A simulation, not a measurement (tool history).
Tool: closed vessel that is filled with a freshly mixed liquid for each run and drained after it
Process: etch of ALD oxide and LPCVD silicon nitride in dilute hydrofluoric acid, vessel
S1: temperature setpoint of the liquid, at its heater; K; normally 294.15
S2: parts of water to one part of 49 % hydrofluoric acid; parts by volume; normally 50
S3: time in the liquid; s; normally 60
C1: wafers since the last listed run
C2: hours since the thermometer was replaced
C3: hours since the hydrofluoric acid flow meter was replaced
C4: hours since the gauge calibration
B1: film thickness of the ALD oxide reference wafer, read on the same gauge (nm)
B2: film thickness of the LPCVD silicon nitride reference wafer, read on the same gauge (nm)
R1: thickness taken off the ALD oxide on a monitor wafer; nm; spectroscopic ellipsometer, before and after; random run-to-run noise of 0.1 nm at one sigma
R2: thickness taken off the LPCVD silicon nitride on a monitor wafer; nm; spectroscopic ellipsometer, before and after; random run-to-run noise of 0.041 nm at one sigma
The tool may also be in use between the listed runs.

| run | hour | S1 | S2 | S3 | C1 | C2 | C3 | C4 | B1 | B2 | R1 | R2 |
|---|---|---|---|---|---|---|---|---|---|---|---|---|
| 1 | 0.0 | 294.15 | 50 | 60 | 0 | 1813.7 | 192.9 | 1462.2 | 139.97 | 79.987 | 11.80 | 0.595 |
|  | 20.3 | thermometer replaced |
| 2 | 55.1 | 294.15 | 50 | 60 | 6624 | 34.8 | 248.0 | 1517.3 | 140.00 | 79.972 | 11.02 | 0.502 |
| 3 | 79.4 | 294.15 | 50 | 60 | 2975 | 59.1 | 272.3 | 1541.6 | 139.99 | 79.960 | 11.17 | 0.522 |
| 4 | 110.5 | 297.65 | 50 | 60 | 3808 | 90.2 | 303.4 | 1572.7 | 140.03 | 80.033 | 12.91 | 0.655 |
| 5 | 172.6 | 290.65 | 65 | 60 | 7603 | 152.3 | 365.5 | 1634.8 | 140.02 | 79.968 | 7.25 | 0.326 |
| 6 | 198.3 | 294.15 | 50 | 60 | 3146 | 178.0 | 391.2 | 1660.5 | 140.01 | 80.012 | 11.17 | 0.635 |
| 7 | 242.7 | 290.15 | 50 | 60 | 5436 | 222.4 | 435.6 | 1704.9 | 140.00 | 79.947 | 9.28 | 0.443 |
| 8 | 273.3 | 290.15 | 35 | 45 | 3746 | 253.0 | 466.2 | 1735.5 | 139.94 | 80.016 | 10.11 | 0.380 |
| 9 | 341.0 | 291.65 | 60 | 60 | 8289 | 320.7 | 533.9 | 1803.2 | 140.02 | 80.009 | 8.13 | 0.384 |
| 10 | 395.1 | 290.15 | 40 | 30 | 6624 | 374.8 | 588.0 | 1857.3 | 140.00 | 79.985 | 5.88 | 0.261 |
| 11 | 432.9 | 294.15 | 50 | 60 | 4628 | 412.6 | 625.8 | 1895.1 | 139.99 | 80.016 | 11.04 | 0.554 |
| 12 | 460.7 | 294.15 | 70 | 90 | 3403 | 440.4 | 653.6 | 1922.9 | 140.01 | 80.039 | 11.56 | 0.625 |
| 13 | 495.2 | 294.15 | 45 | 60 | 4224 | 474.9 | 688.1 | 1957.4 | 140.05 | 79.989 | 12.16 | 0.607 |
| 14 | 557.2 | 294.15 | 50 | 60 | 7591 | 536.9 | 750.1 | 2019.4 | 139.94 | 80.027 | 10.97 | 0.645 |
| 15 | 604.7 | 294.15 | 40 | 60 | 5816 | 584.4 | 797.6 | 2066.9 | 140.01 | 79.992 | 13.94 | 0.671 |
| 16 | 654.4 | 290.15 | 70 | 60 | 6085 | 634.1 | 847.3 | 2116.6 | 140.02 | 80.015 | 6.49 | 0.321 |
|  | 689.7 | gauge calibrated |
| 17 | 701.3 | 297.65 | 50 | 75 | 5742 | 681.0 | 894.2 | 11.6 | 140.01 | 79.953 | 15.80 | 0.852 |
| 18 | 766.0 | 290.15 | 35 | 60 | 7922 | 745.7 | 958.9 | 76.3 | 140.03 | 79.998 | 13.41 | 0.560 |

Run 19 comes next. What will it give?
|  | 783.1 | hydrofluoric acid flow meter replaced |
| 19 | 813.0 | 298.15 | 30 | 85 | 5632 | 792.7 | 29.9 | 123.3 | ? | ? | ? | ? |

Run 19 yielded B1 139.98, B2 80.023, R1 33.72 nm, R2 1.917 nm.
Take away the tool's hidden state, keep the run-to-run variation as it was, and the same run would have given R1 32.49 nm, R2 1.802 nm.
